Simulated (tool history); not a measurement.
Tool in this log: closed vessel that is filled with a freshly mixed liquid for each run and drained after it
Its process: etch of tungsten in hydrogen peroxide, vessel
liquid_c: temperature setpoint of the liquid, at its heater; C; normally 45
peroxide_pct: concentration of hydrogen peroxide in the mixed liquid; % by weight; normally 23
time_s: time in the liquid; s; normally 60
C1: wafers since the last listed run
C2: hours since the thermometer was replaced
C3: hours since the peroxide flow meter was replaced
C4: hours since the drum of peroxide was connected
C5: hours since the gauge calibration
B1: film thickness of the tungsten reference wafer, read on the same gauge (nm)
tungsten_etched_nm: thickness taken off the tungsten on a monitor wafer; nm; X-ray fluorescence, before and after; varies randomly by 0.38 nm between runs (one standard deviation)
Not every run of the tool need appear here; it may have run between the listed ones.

run 1 day=0 | liquid_c=45 peroxide_pct=18.5 time_s=45 | C1=0 C2=1435.5 C3=1770.6 C4=551.7 C5=178.5 | B1=110 | tungsten_etched_nm=38.48
-- day=0.346 gauge calibrated
run 2 day=0.562 | liquid_c=45 peroxide_pct=23 time_s=60 | C1=1537 C2=1449 C3=1784.1 C4=565.2 C5=5.2 | B1=109.98 | tungsten_etched_nm=57.24
run 3 day=1.188 | liquid_c=45 peroxide_pct=23 time_s=60 | C1=1708 C2=1464 C3=1799.1 C4=580.2 C5=20.2 | B1=110.02 | tungsten_etched_nm=57.58
run 4 day=1.779 | liquid_c=45 peroxide_pct=23 time_s=60 | C1=1617 C2=1478.2 C3=1813.3 C4=594.4 C5=34.4 | B1=110.01 | tungsten_etched_nm=57.71
run 5 day=2.3 | liquid_c=45 peroxide_pct=23 time_s=60 | C1=1423 C2=1490.7 C3=1825.8 C4=606.9 C5=46.9 | B1=110 | tungsten_etched_nm=57.75
run 6 day=2.9 | liquid_c=45 peroxide_pct=23 time_s=60 | C1=1640 C2=1505.1 C3=1840.2 C4=621.3 C5=61.3 | B1=109.97 | tungsten_etched_nm=56.7
run 7 day=3.3 | liquid_c=45 peroxide_pct=23 time_s=60 | C1=1093 C2=1514.7 C3=1849.8 C4=630.9 C5=70.9 | B1=110.01 | tungsten_etched_nm=57.05
-- day=3.583 peroxide flow meter replaced
run 8 day=3.992 | liquid_c=45 peroxide_pct=21.5 time_s=70 | C1=1776 C2=1531.3 C3=9.8 C4=647.5 C5=87.5 | B1=109.98 | tungsten_etched_nm=63.9
run 9 day=4.692 | liquid_c=45 peroxide_pct=21.5 time_s=70 | C1=1913 C2=1548.1 C3=26.6 C4=664.3 C5=104.3 | B1=110.01 | tungsten_etched_nm=63.52
run 10 day=5.071 | liquid_c=45 peroxide_pct=21.5 time_s=70 | C1=1036 C2=1557.2 C3=35.7 C4=673.4 C5=113.4 | B1=110.02 | tungsten_etched_nm=63.94
run 11 day=5.762 | liquid_c=45 peroxide_pct=23 time_s=60 | C1=1890 C2=1573.8 C3=52.3 C4=690 C5=130 | B1=109.99 | tungsten_etched_nm=56.7
-- day=5.858 thermometer replaced
run 12 day=6.25 | liquid_c=45 peroxide_pct=23 time_s=60 | C1=1218 C2=9.4 C3=64 C4=701.7 C5=141.7 | B1=110.01 | tungsten_etched_nm=65.62
run 13 day=6.867 | liquid_c=54.5 peroxide_pct=23 time_s=60 | C1=1685 C2=24.2 C3=78.8 C4=716.5 C5=156.5 | B1=110 | tungsten_etched_nm=117.18
run 14 day=7.258 | liquid_c=45 peroxide_pct=21.5 time_s=70 | C1=1070 C2=33.6 C3=88.2 C4=725.9 C5=165.9 | B1=110.05 | tungsten_etched_nm=73.76
run 15 day=7.7 | liquid_c=36 peroxide_pct=29.5 time_s=95 | C1=1207 C2=44.2 C3=98.8 C4=736.5 C5=176.5 | B1=110 | tungsten_etched_nm=65.05
run 16 day=8.071 | liquid_c=50.5 peroxide_pct=21 time_s=75 | C1=1013 C2=53.1 C3=107.7 C4=745.4 C5=185.4 | B1=110.02 | tungsten_etched_nm=108.38
-- day=8.158 gauge calibrated
run 17 day=8.617 | liquid_c=45 peroxide_pct=23 time_s=60 | C1=1491 C2=66.2 C3=120.8 C4=758.5 C5=11 | B1=110.01 | tungsten_etched_nm=65.41
-- day=8.733 new drum of peroxide connected
run 18 day=9.258 | liquid_c=45 peroxide_pct=28 time_s=60 | C1=1640 C2=81.6 C3=136.2 C4=12.6 C5=26.4 | B1=109.96 | tungsten_etched_nm=72.48
run 19 day=9.988 | liquid_c=45 peroxide_pct=23 time_s=60 | C1=1993 C2=99.1 C3=153.7 C4=30.1 C5=43.9 | B1=110 | tungsten_etched_nm=64.43
run 20 day=10.262 | liquid_c=45 peroxide_pct=23 time_s=60 | C1=751 C2=105.7 C3=160.3 C4=36.7 C5=50.5 | B1=110 | tungsten_etched_nm=64.8
run 21 day=10.792 | liquid_c=35.5 peroxide_pct=16.5 time_s=90 | C1=1446 C2=118.4 C3=173 C4=49.4 C5=63.2 | B1=109.98 | tungsten_etched_nm=44.04
run 22 day=11.371 | liquid_c=36 peroxide_pct=21 time_s=90 | C1=1583 C2=132.3 C3=186.9 C4=63.3 C5=77.1 | B1=110 | tungsten_etched_nm=52.05
run 23 day=11.633 | liquid_c=45 peroxide_pct=23 time_s=30 | C1=717 C2=138.6 C3=193.2 C4=69.6 C5=83.4 | B1=110.01 | tungsten_etched_nm=32.06
run 24 day=11.896 | liquid_c=45 peroxide_pct=23 time_s=60 | C1=717 C2=144.9 C3=199.5 C4=75.9 C5=89.7 | B1=110 | tungsten_etched_nm=65.04

Same runs, no hidden state in the tool, same run-to-run variation:
Hidden state present: liquid colder than its thermometer reads (K); peroxide flow above the setpoint (%); peroxide weaker than its label (%); gauge reads high (%).
run=1 tungsten_etched_nm=44.56
run=2 tungsten_etched_nm=66.41
run=3 tungsten_etched_nm=66.9
run=4 tungsten_etched_nm=67.13
run=5 tungsten_etched_nm=67.26
run=6 tungsten_etched_nm=66.12
run=7 tungsten_etched_nm=66.61
run=8 tungsten_etched_nm=74.75
run=9 tungsten_etched_nm=74.41
run=10 tungsten_etched_nm=75
run=11 tungsten_etched_nm=66.6
run=12 tungsten_etched_nm=66.75
run=13 tungsten_etched_nm=119.29
run=14 tungsten_etched_nm=75.22
run=15 tungsten_etched_nm=66.5
run=16 tungsten_etched_nm=110.66
run=17 tungsten_etched_nm=66.91
run=18 tungsten_etched_nm=74.29
run=19 tungsten_etched_nm=66.12
run=20 tungsten_etched_nm=66.54
run=21 tungsten_etched_nm=45.36
run=22 tungsten_etched_nm=53.71
run=23 tungsten_etched_nm=33.04
run=24 tungsten_etched_nm=67.08

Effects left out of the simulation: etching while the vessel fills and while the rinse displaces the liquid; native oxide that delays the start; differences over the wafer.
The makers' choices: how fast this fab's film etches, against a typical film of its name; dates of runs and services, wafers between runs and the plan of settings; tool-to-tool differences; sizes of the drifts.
